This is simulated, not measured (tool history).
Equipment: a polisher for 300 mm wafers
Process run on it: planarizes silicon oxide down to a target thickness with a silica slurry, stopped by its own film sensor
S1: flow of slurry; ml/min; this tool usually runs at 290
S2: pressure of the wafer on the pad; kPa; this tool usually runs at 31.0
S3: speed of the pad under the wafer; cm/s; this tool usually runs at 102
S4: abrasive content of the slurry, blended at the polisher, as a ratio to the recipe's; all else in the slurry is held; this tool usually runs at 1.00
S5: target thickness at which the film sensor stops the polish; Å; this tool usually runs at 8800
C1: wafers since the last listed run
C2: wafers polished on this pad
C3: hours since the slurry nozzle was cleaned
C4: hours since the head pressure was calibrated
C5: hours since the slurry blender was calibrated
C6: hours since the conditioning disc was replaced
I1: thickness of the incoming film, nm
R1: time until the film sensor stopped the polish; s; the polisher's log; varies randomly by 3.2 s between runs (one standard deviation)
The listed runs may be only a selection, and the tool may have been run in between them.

run	day	S1	S2	S3	S4	S5	C1	C2	C3	C4	C5	C6	I1	R1
1	0.000	290	31.0	102	1.00	8800	0	1366	208.8	580.7	202.2	111.6	1350.9	183.3
2	2.596	290	40.0	102	1.00	8800	355	1722	271.1	643.0	264.5	173.9	1341.3	152.9
# day 3.246: worn pad replaced by a new one
3	4.417	290	40.0	102	1.00	8800	226	160	314.8	686.7	308.2	217.6	1358.7	153.3
# day 4.958: head pressure recalibrated
# day 5.167: slurry nozzle cleaned
4	7.200	290	40.0	102	1.00	8800	364	524	48.8	53.8	375.0	284.4	1344.0	135.3
5	8.342	290	31.0	102	1.00	8800	156	681	76.2	81.2	402.4	311.8	1349.9	170.7
# day 9.358: slurry blender recalibrated
# day 10.796: conditioning disc replaced and pad reconditioned
6	10.846	290	31.0	102	1.00	8800	320	1001	136.3	141.3	35.7	1.2	1377.8	180.1
7	12.083	325	31.0	102	1.00	9270	169	1171	166.0	171.0	65.4	30.9	1329.2	144.7
8	13.417	290	31.0	102	1.00	9400	182	1353	198.0	203.0	97.4	62.9	1351.5	152.8
9	15.696	290	31.0	102	1.00	9400	312	1666	252.7	257.7	152.1	117.6	1333.9	147.6
# day 16.642: worn pad replaced by a new one
# day 16.742: slurry nozzle cleaned
10	18.000	290	31.0	102	1.00	9400	287	180	30.2	313.0	207.4	172.9	1343.2	155.2
11	20.821	290	31.0	102	1.00	8800	386	567	97.9	380.7	275.1	240.6	1341.0	173.7
12	23.400	290	26.2	102	1.00	8800	353	920	159.8	442.6	337.0	302.5	1326.8	190.5
13	25.475	290	22.1	76	1.00	8800	284	1205	209.6	492.4	386.8	352.3	1357.9	282.8
# day 25.712: conditioning disc replaced and pad reconditioned
14	27.112	290	31.0	102	1.00	8800	213	1418	248.9	531.7	426.1	33.6	1356.1	177.0
# day 28.608: slurry blender recalibrated
# day 28.846: slurry nozzle cleaned
15	29.575	210	31.0	102	1.25	10390	320	1738	17.5	590.8	23.2	92.7	1369.7	122.7
# day 29.912: worn pad replaced by a new one
16	31.742	240	31.0	102	1.00	9240	274	250	69.5	642.8	75.2	144.7	1360.0	165.8
# day 35.633: head pressure recalibrated
17	38.608	290	31.0	102	1.25	8800	929	1180	234.3	71.4	240.0	309.5	1346.6	156.0
18	40.038	290	37.2	116	1.00	8800	195	1376	268.6	105.7	274.3	343.8	1337.1	134.8
# day 40.446: slurry nozzle cleaned
# day 40.971: conditioning disc replaced and pad reconditioned
19	42.008	290	31.0	102	1.00	9880	252	1629	37.5	153.0	321.6	24.9	1345.6	125.7
# day 43.442: worn pad replaced by a new one
# day 44.333: slurry blender recalibrated
20	44.446	290	31.0	102	1.00	8800	299	126	96.0	211.5	2.7	83.4	1356.3	183.1
21	46.033	290	31.0	102	1.00	7260	217	343	134.1	249.6	40.8	121.5	1366.0	241.2
22	50.675	290	31.0	138	1.20	8800	636	980	245.5	361.0	152.2	232.9	1342.7	131.1
# day 52.321: slurry nozzle cleaned
23	53.696	290	31.0	102	1.00	8800	408	1388	33.0	433.5	224.7	305.4	1349.4	173.1
# day 54.679: worn pad replaced by a new one
24	56.629	290	31.0	102	1.15	8800	379	267	103.4	503.9	295.1	375.8	1349.0	173.8
# day 56.792: conditioning disc replaced and pad reconditioned
25	59.596	290	31.0	102	1.00	8800	395	662	174.6	575.1	366.3	67.3	1323.1	168.3

For each run, the measured value with the value that run would have given without the tool's hidden condition subtracted. The run-to-run variation is shared by both, the gauge scatter possibly not:
Unlogged tool condition in this case: removal rate lost through wear of the pad, %; slurry flow missing at the pad, %; deviation of the head's pressure from its setpoint, %; abrasive missing from the slurry, %; time polished since the conditioner stopped cutting, s.
run	R1
1	+13.8
2	+11.7
3	+11.9
4	+1.8
5	+3.5
6	+6.1
7	+5.7
8	+6.9
9	+7.7
10	+9.1
11	+11.1
12	+12.9
13	+19.9
14	+12.7
15	+9.1
16	+12.5
17	+4.1
18	+4.7
19	+5.6
20	+9.9
21	+14.3
22	+9.2
23	+13.0
24	+13.7
25	+13.7
